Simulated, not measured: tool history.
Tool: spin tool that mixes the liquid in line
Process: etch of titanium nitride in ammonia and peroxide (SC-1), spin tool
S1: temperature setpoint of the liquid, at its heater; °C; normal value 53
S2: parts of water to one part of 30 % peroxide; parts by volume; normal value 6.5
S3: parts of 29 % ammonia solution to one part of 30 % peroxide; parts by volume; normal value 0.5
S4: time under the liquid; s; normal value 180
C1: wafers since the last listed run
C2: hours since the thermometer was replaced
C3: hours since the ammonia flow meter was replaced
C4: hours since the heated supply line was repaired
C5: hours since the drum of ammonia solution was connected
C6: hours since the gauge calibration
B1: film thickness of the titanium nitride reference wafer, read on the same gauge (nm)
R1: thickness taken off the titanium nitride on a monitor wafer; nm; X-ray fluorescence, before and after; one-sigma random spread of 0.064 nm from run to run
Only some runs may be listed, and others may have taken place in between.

| run | hour | S1 | S2 | S3 | S4 | C1 | C2 | C3 | C4 | C5 | C6 | B1 | R1 |
|---|---|---|---|---|---|---|---|---|---|---|---|---|---|
| 1 | 0 | 53 | 8.5 | 0.5 | 180 | 0 | 932.2 | 384.7 | 1678.1 | 285.8 | 4066 | 110.01 | 7.86 |
| 2 | 99.9 | 53 | 9 | 0.5 | 180 | 468 | 1032.1 | 484.6 | 1778 | 385.7 | 4165.9 | 109.98 | 7.61 |
|  | 127.4 | gauge calibrated |
|  | 175.1 | heated supply line repaired |
| 3 | 190.6 | 53 | 5 | 0.5 | 180 | 420 | 1122.8 | 575.3 | 15.5 | 476.4 | 63.2 | 110.01 | 10.53 |
| 4 | 290.4 | 53 | 6.5 | 0.6 | 215 | 467 | 1222.6 | 675.1 | 115.3 | 576.2 | 163 | 110.02 | 11.54 |
|  | 347.5 | ammonia flow meter replaced |
| 5 | 367.8 | 47 | 6.5 | 0.65 | 90 | 358 | 1300 | 20.3 | 192.7 | 653.6 | 240.4 | 110 | 3.13 |
|  | 416.7 | thermometer replaced |
|  | 429.7 | new drum of ammonia solution connected |
| 6 | 447 | 62 | 5 | 0.4 | 180 | 361 | 30.3 | 99.5 | 271.9 | 17.3 | 319.6 | 110 | 18.5 |
| 7 | 549.8 | 60 | 5 | 0.45 | 225 | 481 | 133.1 | 202.3 | 374.7 | 120.1 | 422.4 | 110.05 | 20.54 |
| 8 | 623.1 | 61 | 9.5 | 0.5 | 180 | 343 | 206.4 | 275.6 | 448 | 193.4 | 495.7 | 110.05 | 13.1 |
| 9 | 663.2 | 53 | 6.5 | 0.5 | 180 | 187 | 246.5 | 315.7 | 488.1 | 233.5 | 535.8 | 110 | 9.3 |
| 10 | 970.1 | 53 | 6.5 | 0.5 | 180 | 1438 | 553.4 | 622.6 | 795 | 540.4 | 842.7 | 110.03 | 9.1 |
|  | 977 | ammonia flow meter replaced |
| 11 | 1012.1 | 53 | 6.5 | 0.5 | 180 | 192 | 595.4 | 35.1 | 837 | 582.4 | 884.7 | 110.01 | 9.1 |
| 12 | 1086 | 49.5 | 6.5 | 0.5 | 180 | 346 | 669.3 | 109 | 910.9 | 656.3 | 958.6 | 109.99 | 7.14 |
| 13 | 1158.6 | 57 | 6.5 | 0.65 | 180 | 340 | 741.9 | 181.6 | 983.5 | 728.9 | 1031.2 | 109.99 | 12.54 |
|  | 1247 | new drum of ammonia solution connected |
| 14 | 1265.3 | 53 | 5 | 0.3 | 280 | 495 | 848.6 | 288.3 | 1090.2 | 18.3 | 1137.9 | 109.99 | 14.95 |
| 15 | 1332.3 | 53 | 6.5 | 0.5 | 180 | 314 | 915.6 | 355.3 | 1157.2 | 85.3 | 1204.9 | 110 | 9.02 |
| 16 | 1418.1 | 53 | 6.5 | 0.5 | 180 | 402 | 1001.4 | 441.1 | 1243 | 171.1 | 1290.7 | 110.01 | 9.16 |
| 17 | 1478.2 | 48 | 6.5 | 0.35 | 180 | 281 | 1061.5 | 501.2 | 1303.1 | 231.2 | 1350.8 | 110.01 | 5.92 |
| 18 | 1566.3 | 53 | 6.5 | 0.5 | 180 | 412 | 1149.6 | 589.3 | 1391.2 | 319.3 | 1438.9 | 110.02 | 8.99 |
| 19 | 1652.1 | 53 | 6.5 | 0.5 | 180 | 402 | 1235.4 | 675.1 | 1477 | 405.1 | 1524.7 | 109.99 | 9.01 |
| 20 | 1697.3 | 53 | 6.5 | 0.5 | 180 | 211 | 1280.6 | 720.3 | 1522.2 | 450.3 | 1569.9 | 110.02 | 9.01 |
|  | 1731.7 | ammonia flow meter replaced |
| 21 | 1749.4 | 43.5 | 6.5 | 0.5 | 85 | 239 | 1332.7 | 17.7 | 1574.3 | 502.4 | 1622 | 109.97 | 2.18 |
| 22 | 1798.3 | 47.5 | 6.5 | 0.5 | 135 | 229 | 1381.6 | 66.6 | 1623.2 | 551.3 | 1670.9 | 110.01 | 4.65 |
|  | 1853.2 | thermometer replaced |
|  | 1935 | new drum of ammonia solution connected |
| 23 | 2066.3 | 47.5 | 6.5 | 0.5 | 85 | 1246 | 213.1 | 334.6 | 1891.2 | 131.3 | 1938.9 | 110.04 | 2.87 |

For each entry between runs, how does the tool's hidden state at the last listed run before it compare with that at the first listed run after it?
From run 2 to run 3: gauge calibrated (hour 127.4); heated supply line repaired (hour 175.1)
  temperature lost on the way to the wafer (K): 0.675 -> 0.108
  difference, measured minus the result without the unlogged condition, R1: -0.36 -> -0.08 nm
From run 4 to run 5: ammonia flow meter replaced (hour 347.5)
  temperature lost on the way to the wafer (K): 0.144 -> 0.171
  difference, measured minus the result without the unlogged condition, R1: -0.12 -> -0.04 nm
From run 5 to run 6: thermometer replaced (hour 416.7); new drum of ammonia solution connected (hour 429.7)
  temperature lost on the way to the wafer (K): 0.171 -> 0.199
  difference, measured minus the result without the unlogged condition, R1: -0.04 -> -0.24 nm
From run 10 to run 11: ammonia flow meter replaced (hour 977)
  temperature lost on the way to the wafer (K): 0.385 -> 0.4
  difference, measured minus the result without the unlogged condition, R1: -0.24 -> -0.25 nm
From run 13 to run 14: new drum of ammonia solution connected (hour 1247)
  temperature lost on the way to the wafer (K): 0.452 -> 0.49
  difference, measured minus the result without the unlogged condition, R1: -0.38 -> -0.51 nm
From run 20 to run 21: ammonia flow meter replaced (hour 1731.7)
  temperature lost on the way to the wafer (K): 0.643 -> 0.662
  difference, measured minus the result without the unlogged condition, R1: -0.41 -> -0.1 nm
From run 22 to run 23: thermometer replaced (hour 1853.2); new drum of ammonia solution connected (hour 1935)
  temperature lost on the way to the wafer (K): 0.679 -> 0.775
  difference, measured minus the result without the unlogged condition, R1: -0.23 -> -0.17 nm
